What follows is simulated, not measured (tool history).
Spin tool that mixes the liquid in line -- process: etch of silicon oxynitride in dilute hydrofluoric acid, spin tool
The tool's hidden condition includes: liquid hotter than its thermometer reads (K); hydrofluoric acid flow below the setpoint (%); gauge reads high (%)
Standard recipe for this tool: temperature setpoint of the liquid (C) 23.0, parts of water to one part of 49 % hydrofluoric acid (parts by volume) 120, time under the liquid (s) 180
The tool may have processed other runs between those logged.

| run | hour | temperature setpoint of the liquid (C) | parts of water to one part of 49 % hydrofluoric acid (parts by volume) | time under the liquid (s) | wafers since the last listed run | hours since the thermometer was replaced | hours since the hydrofluoric acid flow meter was replaced | hours since the gauge calibration | read-back film thickness of the silicon oxynitride reference wafer, read on the same gauge (nm) | thickness taken off the silicon oxynitride on a monitor wafer (Å) |
|---|---|---|---|---|---|---|---|---|---|---|
| 1 | 0.0 | 23.0 | 120 | 180 | 0 | 2419.6 | 846.1 | 1176.4 | 130.008 | 32.82 |
|  | 38.2 | gauge calibrated |
| 2 | 54.0 | 23.0 | 120 | 180 | 244 | 2473.6 | 900.1 | 15.8 | 129.999 | 32.91 |
| 3 | 107.2 | 23.0 | 120 | 180 | 241 | 2526.8 | 953.3 | 69.0 | 129.989 | 32.86 |
| 4 | 190.3 | 23.0 | 120 | 180 | 376 | 2609.9 | 1036.4 | 152.1 | 130.001 | 32.53 |
| 5 | 277.6 | 23.0 | 120 | 180 | 395 | 2697.2 | 1123.7 | 239.4 | 129.983 | 32.24 |
|  | 297.6 | hydrofluoric acid flow meter replaced |
| 6 | 323.9 | 23.0 | 120 | 180 | 205 | 2743.5 | 26.3 | 285.7 | 130.019 | 34.55 |
| 7 | 368.5 | 23.0 | 120 | 260 | 202 | 2788.1 | 70.9 | 330.3 | 130.000 | 49.96 |
| 8 | 469.9 | 23.0 | 120 | 260 | 459 | 2889.5 | 172.3 | 431.7 | 129.983 | 49.79 |
| 9 | 656.5 | 23.0 | 120 | 260 | 845 | 3076.1 | 358.9 | 618.3 | 129.987 | 48.56 |
| 10 | 718.0 | 23.0 | 120 | 180 | 278 | 3137.6 | 420.4 | 679.8 | 130.004 | 34.14 |
|  | 754.2 | thermometer replaced |
| 11 | 779.5 | 23.0 | 120 | 180 | 274 | 25.3 | 481.9 | 741.3 | 130.006 | 33.25 |
| 12 | 824.1 | 23.0 | 120 | 180 | 202 | 69.9 | 526.5 | 785.9 | 129.992 | 33.60 |
| 13 | 897.2 | 23.0 | 120 | 125 | 331 | 143.0 | 599.6 | 859.0 | 129.969 | 23.39 |
| 14 | 977.8 | 23.0 | 120 | 125 | 365 | 223.6 | 680.2 | 939.6 | 129.999 | 22.95 |
| 15 | 1079.5 | 23.0 | 120 | 125 | 460 | 325.3 | 781.9 | 1041.3 | 129.985 | 22.78 |
| 16 | 1185.7 | 23.0 | 120 | 180 | 481 | 431.5 | 888.1 | 1147.5 | 130.013 | 32.90 |
| 17 | 1253.0 | 28.0 | 70 | 95 | 305 | 498.8 | 955.4 | 1214.8 | 129.996 | 39.27 |
| 18 | 1311.7 | 21.5 | 95 | 85 | 266 | 557.5 | 1014.1 | 1273.5 | 130.029 | 18.30 |
| 19 | 1388.6 | 23.0 | 150 | 240 | 348 | 634.4 | 1091.0 | 1350.4 | 129.999 | 33.80 |
| 20 | 1435.8 | 23.0 | 120 | 150 | 213 | 681.6 | 1138.2 | 1397.6 | 130.016 | 27.10 |
|  | 1447.6 | gauge calibrated |
| 21 | 1480.6 | 28.0 | 120 | 180 | 203 | 726.4 | 1183.0 | 33.0 | 129.973 | 40.88 |
| 22 | 1569.6 | 23.0 | 140 | 120 | 403 | 815.4 | 1272.0 | 122.0 | 130.009 | 18.07 |
|  | 1602.6 | hydrofluoric acid flow meter replaced |
| 23 | 1644.0 | 20.5 | 170 | 105 | 332 | 889.8 | 41.4 | 196.4 | 130.025 | 12.07 |
| 24 | 1739.3 | 20.0 | 120 | 180 | 431 | 985.1 | 136.7 | 291.7 | 129.988 | 29.25 |
| 25 | 1818.3 | 23.0 | 120 | 180 | 358 | 1064.1 | 215.7 | 370.7 | 130.012 | 34.18 |
| 26 | 1869.5 | 23.0 | 120 | 180 | 232 | 1115.3 | 266.9 | 421.9 | 129.979 | 34.48 |
| 27 | 1971.2 | 23.0 | 140 | 270 | 460 | 1217.0 | 368.6 | 523.6 | 130.011 | 42.71 |
| 28 | 2048.9 | 23.0 | 105 | 180 | 352 | 1294.7 | 446.3 | 601.3 | 129.991 | 38.87 |
| 29 | 2127.5 | 21.0 | 170 | 125 | 356 | 1373.3 | 524.9 | 679.9 | 130.008 | 14.37 |
| 30 | 2189.9 | 23.0 | 120 | 180 | 282 | 1435.7 | 587.3 | 742.3 | 130.030 | 32.99 |

Predict each of these 4 candidate next runs independently; none follows another, all start after run 30:
| A | 2190.4 | 23.0 | 120 | 180 | 2 | 1436.2 | 587.8 | 742.8 | ? | ? |
| B | 2190.4 | 23.0 | 170 | 180 | 2 | 1436.2 | 587.8 | 742.8 | ? | ? |
| C | 2190.4 | 23.0 | 70 | 135 | 2 | 1436.2 | 587.8 | 742.8 | ? | ? |
| D | 2190.4 | 24.5 | 165 | 210 | 2 | 1436.2 | 587.8 | 742.8 | ? | ? |

| run | read-back film thickness of the silicon oxynitride reference wafer, read on the same gauge (nm) | thickness taken off the silicon oxynitride on a monitor wafer (Å) |
|---|---|---|
| A | 130.012 | 33.34 |
| B | 130.012 | 22.62 |
| C | 130.012 | 44.69 |
| D | 130.012 | 29.22 |
Had the tool no hidden state, the same runs would have come out as:
| run | thickness taken off the silicon oxynitride on a monitor wafer (Å) |
|---|---|
| A | 34.63 |
| B | 23.52 |
| C | 46.36 |
| D | 30.39 |
